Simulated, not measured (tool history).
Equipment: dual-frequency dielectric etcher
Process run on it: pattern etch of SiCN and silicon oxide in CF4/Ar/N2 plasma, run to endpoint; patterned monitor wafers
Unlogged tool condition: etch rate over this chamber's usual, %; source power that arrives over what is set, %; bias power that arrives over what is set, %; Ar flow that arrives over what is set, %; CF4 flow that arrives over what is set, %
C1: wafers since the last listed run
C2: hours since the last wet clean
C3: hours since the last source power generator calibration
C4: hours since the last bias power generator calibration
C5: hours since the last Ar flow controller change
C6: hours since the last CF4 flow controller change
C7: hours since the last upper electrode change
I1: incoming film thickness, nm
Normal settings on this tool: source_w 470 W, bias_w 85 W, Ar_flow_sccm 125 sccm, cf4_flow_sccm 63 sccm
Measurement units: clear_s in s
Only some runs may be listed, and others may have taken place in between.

Run 1, day 0: usual settings but source_w 360 W, bias_w 75 W, Ar_flow_sccm 111 sccm, cf4_flow_sccm 55 sccm; C1 0; C2 70.8; C3 4869.4; C4 661.8; C5 703.3; C6 2110.9; C7 89.9; I1 10.13. Result: clear_s 13.6 s.
Run 2, day 3.567: usual settings but cf4_flow_sccm 72 sccm; C1 1182; C2 156.4; C3 4955; C4 747.4; C5 788.9; C6 2196.5; C7 175.5; I1 10.07. Result: clear_s 10.9 s.
Run 3, day 13.692: usual settings but source_w 560 W, cf4_flow_sccm 56 sccm; C1 3358; C2 399.4; C3 5198; C4 990.4; C5 1031.9; C6 2439.5; C7 418.5; I1 10.15. Result: clear_s 10 s.
Run 4, day 16.504: usual settings; C1 932; C2 466.9; C3 5265.5; C4 1057.9; C5 1099.4; C6 2507; C7 486; I1 10.08. Result: clear_s 11 s.
At day 17.554: source power generator calibrated.
At day 19.612: CF4 flow controller replaced.
Run 5, day 19.633: usual settings but bias_w 67 W, Ar_flow_sccm 100 sccm; C1 899; C2 542; C3 49.9; C4 1133; C5 1174.5; C6 0.5; C7 561.1; I1 10.02. Result: clear_s 10.9 s.
Run 6, day 21.867: usual settings; C1 740; C2 595.6; C3 103.5; C4 1186.6; C5 1228.1; C6 54.1; C7 614.7; I1 10.01. Result: clear_s 11 s.
At day 29.296: wet clean of the chamber.
Run 7, day 35.1: usual settings; C1 4057; C2 139.3; C3 421.1; C4 1504.2; C5 1545.7; C6 371.7; C7 932.3; I1 10.17. Result: clear_s 11.2 s.
Run 8, day 37.65: usual settings; C1 845; C2 200.5; C3 482.3; C4 1565.4; C5 1606.9; C6 432.9; C7 993.5; I1 10.1. Result: clear_s 11.1 s.
Run 9, day 39.333: usual settings; C1 558; C2 240.9; C3 522.7; C4 1605.8; C5 1647.3; C6 473.3; C7 1033.9; I1 10.08. Result: clear_s 11.1 s.
Run 10, day 42.142: usual settings but Ar_flow_sccm 115 sccm, cf4_flow_sccm 55 sccm; C1 931; C2 308.3; C3 590.1; C4 1673.2; C5 1714.7; C6 540.7; C7 1101.3; I1 10.05. Result: clear_s 11.1 s.
Run 11, day 45.212: usual settings but source_w 380 W, cf4_flow_sccm 77 sccm; C1 1018; C2 382; C3 663.8; C4 1746.9; C5 1788.4; C6 614.4; C7 1175; I1 10.08. Result: clear_s 12.2 s.
At day 51.971: bias power generator calibrated.
Run 12, day 52.438: usual settings but source_w 580 W, bias_w 101 W, cf4_flow_sccm 68 sccm; C1 2340; C2 555.4; C3 837.2; C4 11.2; C5 1961.8; C6 787.8; C7 1348.4; I1 10.15. Result: clear_s 9 s.
Run 13, day 55.425: usual settings but source_w 380 W; C1 990; C2 627.1; C3 908.9; C4 82.9; C5 2033.5; C6 859.5; C7 1420.1; I1 10.19. Result: clear_s 12.7 s.
Run 14, day 59.15: usual settings but source_w 530 W, cf4_flow_sccm 50 sccm; C1 1235; C2 716.5; C3 998.3; C4 172.3; C5 2122.9; C6 948.9; C7 1509.5; I1 10.09. Result: clear_s 10.4 s.
At day 62.846: wet clean of the chamber.
Run 15, day 62.938: usual settings but cf4_flow_sccm 68 sccm; C1 924; C2 2.2; C3 1089.2; C4 263.2; C5 2213.8; C6 1039.8; C7 1600.4; I1 10.19. Result: clear_s 11.1 s.
Run 16, day 64.946: usual settings but source_w 530 W, Ar_flow_sccm 101 sccm; C1 666; C2 50.4; C3 1137.4; C4 311.4; C5 2262; C6 1088; C7 1648.6; I1 10.08. Result: clear_s 9.8 s.
Run 17, day 66.808: usual settings; C1 617; C2 95.1; C3 1182.1; C4 356.1; C5 2306.7; C6 1132.7; C7 1693.3; I1 10.08. Result: clear_s 11.2 s.
Run 18, day 68.342: usual settings but bias_w 74 W; C1 508; C2 131.9; C3 1218.9; C4 392.9; C5 2343.5; C6 1169.5; C7 1730.1; I1 10.08. Result: clear_s 11.6 s.
Run 19, day 71.054: usual settings; C1 899; C2 197; C3 1284; C4 458; C5 2408.6; C6 1234.6; C7 1795.2; I1 10.12. Result: clear_s 11.1 s.
Run 20, day 73.862: usual settings but Ar_flow_sccm 102 sccm; C1 931; C2 264.4; C3 1351.4; C4 525.4; C5 2476; C6 1302; C7 1862.6; I1 10.13. Result: clear_s 10.6 s.
Run 21, day 77.675: usual settings; C1 1264; C2 355.9; C3 1442.9; C4 616.9; C5 2567.5; C6 1393.5; C7 1954.1; I1 10.23. Result: clear_s 11.2 s.
At day 80.312: Ar flow controller replaced.
Run 22, day 80.867: usual settings but Ar_flow_sccm 139 sccm; C1 975; C2 432.5; C3 1519.5; C4 693.5; C5 13.3; C6 1470.1; C7 2030.7; I1 10.24. Result: clear_s 11.5 s.
Run 23, day 83.146: usual settings; C1 755; C2 487.2; C3 1574.2; C4 748.2; C5 68; C6 1524.8; C7 2085.4; I1 10.04. Result: clear_s 10.9 s.
Run 24, day 86.938: usual settings but cf4_flow_sccm 78 sccm; C1 1257; C2 578.2; C3 1665.2; C4 839.2; C5 159; C6 1615.8; C7 2176.4; I1 10.17. Result: clear_s 10.8 s.

Give the tool's hidden conditions for every run:
source power that arrives over what is set, %: 0, the same for each run
bias power that arrives over what is set, %: 0, the same for each run
Ar flow that arrives over what is set, %: 0, the same for each run
CF4 flow that arrives over what is set, %: 0, the same for each run
H1: etch rate over this chamber's usual, %
run       H1
  1  -0.0378
  2      0.2
  3    0.875
  4     1.06
  5     1.27
  6     1.42
  7    0.388
  8    0.558
  9     0.67
 10    0.857
 11     1.06
 12     1.54
 13     1.74
 14     1.99
 15   -0.321
 16   -0.187
 17  -0.0633
 18   0.0389
 19     0.22
 20    0.407
 21    0.661
 22    0.874
 23     1.03
 24     1.28
